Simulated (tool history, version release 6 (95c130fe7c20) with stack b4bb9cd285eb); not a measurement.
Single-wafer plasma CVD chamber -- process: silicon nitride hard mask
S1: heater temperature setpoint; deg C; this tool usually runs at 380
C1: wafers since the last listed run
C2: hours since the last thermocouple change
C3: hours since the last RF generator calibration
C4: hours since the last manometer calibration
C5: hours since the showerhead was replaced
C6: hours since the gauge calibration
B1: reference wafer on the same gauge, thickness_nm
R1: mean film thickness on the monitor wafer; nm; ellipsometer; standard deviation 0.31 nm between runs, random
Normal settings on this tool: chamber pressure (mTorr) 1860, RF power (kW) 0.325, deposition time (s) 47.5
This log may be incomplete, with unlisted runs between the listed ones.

Run 1, hour 0.0: usual settings; C1 0; C2 1565.7; C3 1339.9; C4 781.7; C5 5998.2; C6 67.7; B1 57.885. Result: R1 56.919 nm.
Run 2, hour 42.0: usual settings; C1 655; C2 1607.7; C3 1381.9; C4 823.7; C5 6040.2; C6 109.7; B1 57.893. Result: R1 56.270 nm.
Run 3, hour 87.8: usual settings but chamber pressure (mTorr) 2130, RF power (kW) 0.285; C1 715; C2 1653.5; C3 1427.7; C4 869.5; C5 6086.0; C6 155.5; B1 57.832. Result: R1 52.909 nm.
Run 4, hour 157.4: usual settings but chamber pressure (mTorr) 2130, RF power (kW) 0.285; C1 1086; C2 1723.1; C3 1497.3; C4 939.1; C5 6155.6; C6 225.1; B1 57.962. Result: R1 52.641 nm.
Run 5, hour 224.0: usual settings but chamber pressure (mTorr) 2130, RF power (kW) 0.285; C1 1040; C2 1789.7; C3 1563.9; C4 1005.7; C5 6222.2; C6 291.7; B1 57.787. Result: R1 52.692 nm.
Run 6, hour 255.1: usual settings; C1 485; C2 1820.8; C3 1595.0; C4 1036.8; C5 6253.3; C6 322.8; B1 57.871. Result: R1 56.679 nm.
Run 7, hour 294.0: usual settings; C1 607; C2 1859.7; C3 1633.9; C4 1075.7; C5 6292.2; C6 361.7; B1 57.842. Result: R1 57.059 nm.
Run 8, hour 344.5: usual settings; C1 788; C2 1910.2; C3 1684.4; C4 1126.2; C5 6342.7; C6 412.2; B1 57.762. Result: R1 57.183 nm.
Run 9, hour 396.3: usual settings; C1 808; C2 1962.0; C3 1736.2; C4 1178.0; C5 6394.5; C6 464.0; B1 57.935. Result: R1 56.654 nm.
Run 10, hour 446.5: usual settings but chamber pressure (mTorr) 1630; C1 783; C2 2012.2; C3 1786.4; C4 1228.2; C5 6444.7; C6 514.2; B1 57.866. Result: R1 55.468 nm.
At hour 468.9: capacitance manometer re-zeroed and calibrated.
Run 11, hour 503.5: usual settings; C1 765; C2 2069.2; C3 1843.4; C4 34.6; C5 6501.7; C6 571.2; B1 57.932. Result: R1 55.928 nm.
At hour 535.8: thermocouple changed; heater temperature recalibrated.
Run 12, hour 541.7: usual settings but S1 371 deg C, deposition time (s) 51.5; C1 471; C2 5.9; C3 1881.6; C4 72.8; C5 6539.9; C6 609.4; B1 57.864. Result: R1 60.750 nm.

Run 13 has not been measured yet. What should we expect?
Run 13, hour 598.4: usual settings but chamber pressure (mTorr) 1980, RF power (kW) 0.260; C1 885; C2 62.6; C3 1938.3; C4 129.5; C5 6596.6; C6 666.1; B1 ?. Result: R1 ?.

{"run 13": {"B1": 57.913, "R1": 47.117}}
Minus the tool's unlogged condition, the same run would have read R1 46.925 nm.
